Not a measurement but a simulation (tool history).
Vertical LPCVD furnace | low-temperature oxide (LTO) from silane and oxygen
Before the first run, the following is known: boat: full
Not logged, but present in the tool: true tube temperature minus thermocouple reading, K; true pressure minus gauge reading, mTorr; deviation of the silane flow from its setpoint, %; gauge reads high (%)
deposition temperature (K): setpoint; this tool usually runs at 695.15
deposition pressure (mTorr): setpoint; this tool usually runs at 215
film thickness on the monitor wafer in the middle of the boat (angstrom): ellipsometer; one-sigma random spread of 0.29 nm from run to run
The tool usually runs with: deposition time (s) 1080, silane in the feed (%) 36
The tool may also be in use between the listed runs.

run   hour  deposition temperature (K)  deposition pressure (mTorr)  deposition time (s)  silane in the feed (%)  wafers since the last listed run  hours since the last temperature calibration  hours since the pressure gauge was zeroed  hours since the silane flow controller was replaced  hours since the gauge calibration  read-back reference wafer on the same gauge, thickness  film thickness on the monitor wafer in the middle of the boat (angstrom)
  1    0.0                      703.15                          215                 1080                      36                                 0                                        2369.6                                     2920.1                                               5787.5                              279.5                                                  200.04                                                                    2152.0
  2   32.1                      695.15                          215                 1080                      36                               471                                        2401.7                                     2952.2                                               5819.6                              311.6                                                  200.06                                                                    1983.6
  3   55.7                      695.15                          215                 1080                      36                               346                                        2425.3                                     2975.8                                               5843.2                              335.2                                                  200.05                                                                    1989.8
  4   68.5                      695.15                          215                 1080                      36                               188                                        2438.1                                     2988.6                                               5856.0                              348.0                                                  199.97                                                                    1986.3
  5   87.6                      695.15                          225                 1200                      36                               280                                        2457.2                                     3007.7                                               5875.1                              367.1                                                  199.99                                                                    2310.4
  6  110.9                      695.15                          215                 1080                      36                               342                                        2480.5                                     3031.0                                               5898.4                              390.4                                                  199.96                                                                    1990.4
     141.5  -- thermocouples replaced and temperature profile calibrated
  7  142.0                      695.15                          215                 1080                      36                               104                                           0.5                                     3062.1                                               5929.5                              421.5                                                  200.01                                                                    2021.7
  8  150.6                      695.15                          215                 1080                      38                               126                                           9.1                                     3070.7                                               5938.1                              430.1                                                  200.02                                                                    2162.6
  9  167.0                      687.15                          215                 1260                      36                               240                                          25.5                                     3087.1                                               5954.5                              446.5                                                  200.00                                                                    2172.5
     184.6  -- gauge calibrated
 10  195.2                      686.15                          215                 1080                      36                               414                                          53.7                                     3115.3                                               5982.7                               10.6                                                  200.08                                                                    1848.0
     227.8  -- silane flow controller replaced
     231.4  -- thermocouples replaced and temperature profile calibrated, repeated, since the last time left the tool worse
     253.5  -- pressure gauge zeroed
 11  254.0                      695.15                          215                 1080                      31                               133                                          22.6                                        0.5                                                 26.2                               69.4                                                  199.97                                                                    1579.6
 12  258.8                      695.15                          215                 1080                      36                                70                                          27.4                                        5.3                                                 31.0                               74.2                                                  200.00                                                                    1924.4
 13  263.6                      700.15                          195                 1080                      34                                70                                          32.2                                       10.1                                                 35.8                               79.0                                                  199.94                                                                    1710.8

Run 14, settings as shown, results not yet in. Your forecast:
 14  278.8                      695.15                          260                 1080                      43                               223                                          47.4                                       25.3                                                 51.0                               94.2                                                       ?                                                                         ?

Run 14 measured read-back reference wafer on the same gauge, thickness 199.97, film thickness on the monitor wafer in the middle of the boat (angstrom) 2849.9.
Without the tool's hidden state the same run would have given film thickness on the monitor wafer in the middle of the boat (angstrom) 2844.7.

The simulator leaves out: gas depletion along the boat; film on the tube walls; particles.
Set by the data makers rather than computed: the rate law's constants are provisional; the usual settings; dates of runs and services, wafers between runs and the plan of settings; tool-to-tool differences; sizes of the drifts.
